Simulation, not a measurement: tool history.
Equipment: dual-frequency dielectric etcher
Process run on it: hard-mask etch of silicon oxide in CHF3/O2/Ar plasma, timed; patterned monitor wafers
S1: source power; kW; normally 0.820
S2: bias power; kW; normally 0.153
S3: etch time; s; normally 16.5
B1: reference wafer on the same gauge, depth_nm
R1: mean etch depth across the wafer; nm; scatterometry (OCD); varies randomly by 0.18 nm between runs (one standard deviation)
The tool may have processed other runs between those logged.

run 1 day=0.000 | S1=0.820 S2=0.153 S3=16.5 | B1=39.38 | R1=34.51
run 2 day=0.938 | S1=0.820 S2=0.153 S3=16.5 | B1=39.40 | R1=34.77
run 3 day=2.350 | S1=0.820 S2=0.153 S3=16.5 | B1=39.35 | R1=34.63
run 4 day=3.742 | S1=0.820 S2=0.153 S3=16.5 | B1=39.37 | R1=34.94
run 5 day=4.492 | S1=0.820 S2=0.153 S3=16.5 | B1=39.38 | R1=34.99
run 6 day=5.858 | S1=0.820 S2=0.153 S3=16.5 | B1=39.40 | R1=35.52
run 7 day=6.646 | S1=0.820 S2=0.153 S3=16.5 | B1=39.36 | R1=35.44
-- day=7.838 gauge calibrated
run 8 day=8.038 | S1=0.820 S2=0.153 S3=16.5 | B1=39.44 | R1=35.34
-- day=8.812 source power generator calibrated
run 9 day=9.471 | S1=0.820 S2=0.153 S3=16.5 | B1=39.39 | R1=35.62
-- day=10.858 upper electrode replaced
run 10 day=10.879 | S1=0.820 S2=0.153 S3=16.5 | B1=39.39 | R1=35.68
run 11 day=11.262 | S1=0.890 S2=0.137 S3=16.5 | B1=39.41 | R1=35.24
-- day=12.212 bias power generator calibrated
-- day=12.288 wet clean of the chamber
run 12 day=12.308 | S1=0.820 S2=0.163 S3=16.5 | B1=39.38 | R1=34.56
run 13 day=13.217 | S1=0.820 S2=0.153 S3=16.5 | B1=39.40 | R1=34.09
run 14 day=14.538 | S1=1.010 S2=0.153 S3=12.5 | B1=39.45 | R1=27.32

Forecast run 15:
run 15 day=15.225 | S1=0.820 S2=0.153 S3=20.0 | B1=? | R1=?

{"run 15": {"B1": 39.41, "R1": 41.58}}
With no hidden state in the tool, this same run would have given R1 41.34 nm.
